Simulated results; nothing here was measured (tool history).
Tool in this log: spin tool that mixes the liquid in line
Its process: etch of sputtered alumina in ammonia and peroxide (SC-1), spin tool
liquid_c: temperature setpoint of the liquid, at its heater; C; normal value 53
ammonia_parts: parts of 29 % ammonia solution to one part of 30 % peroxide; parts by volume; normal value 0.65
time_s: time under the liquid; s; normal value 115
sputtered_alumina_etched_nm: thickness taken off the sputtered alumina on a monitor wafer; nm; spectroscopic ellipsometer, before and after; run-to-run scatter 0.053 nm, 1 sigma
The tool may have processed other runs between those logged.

run,hour,liquid_c,ammonia_parts,time_s,wafers since the last listed run,hours since the thermometer was replaced,hours since the ammonia flow meter was replaced,hours since the heated supply line was repaired,hours since the drum of ammonia solution was connected,hours since the gauge calibration,"read-back film thickness of the sputtered alumina reference wafer, read on the same gauge (nm)",sputtered_alumina_etched_nm
1,0,44,0.8,165,0,781.6,1452.8,2131.6,343.8,342.9,129.99,9.5
2,15.5,53,0.65,115,128,797.1,1468.3,2147.1,359.3,358.4,129.98,10.81
# hour 22.9: new drum of ammonia solution connected
3,41.8,59.5,0.45,85,209,823.4,1494.6,2173.4,18.9,384.7,130.01,10.87
4,66.8,53,0.75,155,207,848.4,1519.6,2198.4,43.9,409.7,129.99,14.65
# hour 79.4: thermometer replaced
5,79.9,47,0.55,95,100,0.5,1532.7,2211.5,57,422.8,130.02,6.62
6,92.8,53,0.65,115,106,13.4,1545.6,2224.4,69.9,435.7,130,11.33
7,120.4,53,0.65,115,228,41,1573.2,2252,97.5,463.3,129.99,11.33
8,155,46,0.65,115,286,75.6,1607.8,2286.6,132.1,497.9,129.98,7.67
9,189.4,53,0.65,115,284,110,1642.2,2321,166.5,532.3,130,11.29
10,201.6,61,0.65,95,101,122.2,1654.4,2333.2,178.7,544.5,130.03,14.22
# hour 210.5: heated supply line repaired
# hour 219.9: ammonia flow meter replaced
11,220.4,53,0.45,115,139,141,0.5,9.9,197.5,563.3,130,10.94
12,236.8,56,0.65,140,135,157.4,16.9,26.3,213.9,579.7,130.01,16.1
13,260.8,46,0.65,150,198,181.4,40.9,50.3,237.9,603.7,130.01,9.9
14,296.7,53,0.55,115,297,217.3,76.8,86.2,273.8,639.6,130,10.96
15,310.7,59.5,0.65,115,115,231.3,90.8,100.2,287.8,653.6,129.99,15.74
# hour 311.7: gauge calibrated
16,334.7,59,0.65,115,198,255.3,114.8,124.2,311.8,23,130,15.39
17,355.3,53,0.45,160,170,275.9,135.4,144.8,332.4,43.6,129.97,15.01
18,384.7,53,0.85,115,243,305.3,164.8,174.2,361.8,73,130.01,11.42
19,407,53,0.65,115,184,327.6,187.1,196.5,384.1,95.3,130.02,11.07
20,422.5,53,0.65,115,128,343.1,202.6,212,399.6,110.8,129.99,11.05
21,447.4,43.5,0.55,115,206,368,227.5,236.9,424.5,135.7,129.98,6.4
# hour 453.6: new drum of ammonia solution connected
22,472.6,50,0.4,140,200,393.2,252.7,262.1,19,160.9,129.98,10.93
23,491.2,47,0.65,115,154,411.8,271.3,280.7,37.6,179.5,129.99,7.94

Run 24 comes next. What will it give?
24,538.2,56.5,0.65,45,389,458.8,318.3,327.7,84.6,226.5,?,?

{"run 24": {"read-back film thickness of the sputtered alumina reference wafer, read on the same gauge (nm)": 130.01, "sputtered_alumina_etched_nm": 5.21}}
Were there no unlogged condition in the tool, this run, its random variation unchanged, would have produced sputtered_alumina_etched_nm 5.43 nm.
